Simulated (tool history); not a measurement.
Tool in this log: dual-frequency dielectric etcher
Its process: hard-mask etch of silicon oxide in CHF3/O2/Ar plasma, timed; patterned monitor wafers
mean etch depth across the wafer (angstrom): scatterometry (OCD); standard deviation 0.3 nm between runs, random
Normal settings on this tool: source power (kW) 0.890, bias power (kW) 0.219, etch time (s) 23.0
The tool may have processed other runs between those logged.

run    hour  source power (kW)  bias power (kW)  etch time (s)  wafers since the last listed run  hours since the last wet clean  hours since the last source power generator calibration  hours since the last bias power generator calibration  hours since the last upper electrode change  hours since the gauge calibration  read-back reference wafer on the same gauge, depth_nm  mean etch depth across the wafer (angstrom)
  1     0.0              0.890            0.219           23.0                                 0                           300.3                                                   2158.6                                                 2290.6                                       2515.3                              689.8                                                   66.5                                          577
  2    61.6              0.890            0.208           20.0                               523                           361.9                                                   2220.2                                                 2352.2                                       2576.9                              751.4                                                   66.6                                          488
  3   144.9              0.890            0.208           20.0                               707                           445.2                                                   2303.5                                                 2435.5                                       2660.2                              834.7                                                   66.4                                          490
  4   241.5              0.820            0.219           23.0                               820                           541.8                                                   2400.1                                                 2532.1                                       2756.8                              931.3                                                   66.5                                          568
      266.8  -- wet clean of the chamber
  5   335.7              0.820            0.219           23.0                               596                            68.9                                                   2494.3                                                 2626.3                                       2851.0                             1025.5                                                   66.5                                          565
  6   442.5              0.890            0.219           23.0                               907                           175.7                                                   2601.1                                                 2733.1                                       2957.8                             1132.3                                                   66.4                                          574
  7   484.9              0.890            0.219           23.0                               360                           218.1                                                   2643.5                                                 2775.5                                       3000.2                             1174.7                                                   66.5                                          578
  8   591.4              0.890            0.219           23.0                               904                           324.6                                                   2750.0                                                 2882.0                                       3106.7                             1281.2                                                   66.6                                          582
  9   673.8              0.890            0.219           23.0                               700                           407.0                                                   2832.4                                                 2964.4                                       3189.1                             1363.6                                                   66.4                                          577
      753.4  -- source power generator calibrated
 10   781.6              0.890            0.219           23.0                               881                           514.8                                                     28.2                                                 3072.2                                       3296.9                             1471.4                                                   66.5                                          579
      872.0  -- wet clean of the chamber
 11  1100.8              0.890            0.219           23.0                              2508                           228.8                                                    347.4                                                 3391.4                                       3616.1                             1790.6                                                   66.5                                          579
     1114.1  -- gauge calibrated
 12  1154.6              0.890            0.219           23.0                               457                           282.6                                                    401.2                                                 3445.2                                       3669.9                               40.5                                                   66.4                                          578
 13  1245.6              0.890            0.219           23.0                               773                           373.6                                                    492.2                                                 3536.2                                       3760.9                              131.5                                                   66.5                                          583
     1295.9  -- upper electrode replaced
 14  1343.7              0.800            0.249           23.0                               629                           471.7                                                    590.3                                                 3634.3                                         47.8                              229.6                                                   66.4                                          599
     1408.5  -- wet clean of the chamber
 15  1624.9              1.050            0.219           25.5                              2185                           216.4                                                    871.5                                                 3915.5                                        329.0                              510.8                                                   66.5                                          672
 16  1670.7              0.890            0.219           23.0                               389                           262.2                                                    917.3                                                 3961.3                                        374.8                              556.6                                                   66.5                                          578
 17  1728.8              1.010            0.174           27.5                               493                           320.3                                                    975.4                                                 4019.4                                        432.9                              614.7                                                   66.6                                          637
 18  1767.1              0.890            0.219           23.0                               325                           358.6                                                   1013.7                                                 4057.7                                        471.2                              653.0                                                   66.5                                          584
 19  1808.1              0.770            0.219           26.5                               348                           399.6                                                   1054.7                                                 4098.7                                        512.2                              694.0                                                   66.4                                          636
 20  1912.6              0.890            0.219           23.0                               887                           504.1                                                   1159.2                                                 4203.2                                        616.7                              798.5                                                   66.4                                          572
     2003.9  -- wet clean of the chamber
 21  2004.4              0.990            0.176           23.0                               576                             0.5                                                   1251.0                                                 4295.0                                        708.5                              890.3                                                   66.5                                          532
 22  2101.6              0.890            0.251           23.0                               825                            97.7                                                   1348.2                                                 4392.2                                        805.7                              987.5                                                   66.5                                          620
     2114.9  -- bias power generator calibrated
 23  2179.6              0.890            0.219           23.0                               628                           175.7                                                   1426.2                                                   64.7                                        883.7                             1065.5                                                   66.5                                          572
 24  2282.8              1.030            0.198           20.5                               876                           278.9                                                   1529.4                                                  167.9                                        986.9                             1168.7                                                   66.5                                          513
 25  2365.5              0.890            0.219           23.0                               702                           361.6                                                   1612.1                                                  250.6                                       1069.6                             1251.4                                                   66.4                                          579
 26  2411.1              0.770            0.237           17.0                               387                           407.2                                                   1657.7                                                  296.2                                       1115.2                             1297.0                                                   66.6                                          431
 27  2455.3              0.750            0.240           26.0                               375                           451.4                                                   1701.9                                                  340.4                                       1159.4                             1341.2                                                   66.5                                          654
 28  2498.0              0.700            0.243           28.0                               362                           494.1                                                   1744.6                                                  383.1                                       1202.1                             1383.9                                                   66.5                                          691
 29  2573.3              0.780            0.219           18.5                               639                           569.4                                                   1819.9                                                  458.4                                       1277.4                             1459.2                                                   66.6                                          447

Run 30 comes next. What will it give?
     2606.0  -- wet clean of the chamber
 30  2710.7              0.890            0.219           19.5                               963                           104.7                                                   1957.3                                                  595.8                                       1414.8                             1596.6                                                      ?                                            ?

{"run 30": {"read-back reference wafer on the same gauge, depth_nm": 66.5, "mean etch depth across the wafer (angstrom)": 484}}
On a tool with no hidden condition, and with the same random variation, this run would have come out at mean etch depth across the wafer (angstrom) 484.
